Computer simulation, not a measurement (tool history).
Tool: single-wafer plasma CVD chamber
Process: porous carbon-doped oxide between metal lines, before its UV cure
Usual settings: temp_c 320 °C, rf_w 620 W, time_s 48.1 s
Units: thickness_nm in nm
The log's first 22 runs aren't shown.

run,hour,temp_c,rf_w,time_s,wafers since the last listed run,hours since the last thermocouple change,hours since the last RF generator calibration,hours since the showerhead was replaced,hours since the gauge calibration,"read-back reference wafer on the same gauge, thickness_nm",thickness_nm
23,1766.7,324,685,43.9,2453,598.4,792.0,871.8,478.7,201.898,222.900
24,1849.3,306,735,48.1,933,681.0,874.6,954.4,561.3,202.151,280.195
25,1894.9,312,715,53.8,515,726.6,920.2,1000.0,606.9,201.990,299.430
26,1962.5,320,520,44.3,764,794.2,987.8,1067.6,674.5,201.954,205.984
# hour 1983.7: RF generator calibrated
27,2020.1,328,620,41.5,560,851.8,36.4,1125.2,732.1,201.966,200.690
28,2065.3,320,620,48.1,511,897.0,81.6,1170.4,777.3,202.033,240.938
29,2150.6,320,620,48.1,964,982.3,166.9,1255.7,862.6,201.942,240.064
30,2244.2,320,620,48.1,1058,1075.9,260.5,1349.3,956.2,202.144,241.787
31,2312.2,307,705,43.6,768,1143.9,328.5,1417.3,1024.2,201.370,250.373
32,2402.2,320,620,56.9,1017,1233.9,418.5,1507.3,1114.2,202.121,281.903

5 ways to go on from here, each from the tool as it stands after run 32. What would each give?
A,2402.6,307,620,48.1,4,1234.3,418.9,1507.7,1114.6,?,?
B,2402.6,320,700,50.7,4,1234.3,418.9,1507.7,1114.6,?,?
C,2402.6,311,620,43.2,4,1234.3,418.9,1507.7,1114.6,?,?
D,2402.6,334,620,48.1,4,1234.3,418.9,1507.7,1114.6,?,?
E,2402.6,308,620,48.1,4,1234.3,418.9,1507.7,1114.6,?,?

run,"read-back reference wafer on the same gauge, thickness_nm",thickness_nm
A,201.947,257.537
B,201.947,265.701
C,201.947,226.368
D,201.947,222.022
E,201.947,255.989
Without the tool's hidden state the same runs would have given:
run,thickness_nm
A,257.537
B,265.701
C,226.368
D,222.022
E,255.989

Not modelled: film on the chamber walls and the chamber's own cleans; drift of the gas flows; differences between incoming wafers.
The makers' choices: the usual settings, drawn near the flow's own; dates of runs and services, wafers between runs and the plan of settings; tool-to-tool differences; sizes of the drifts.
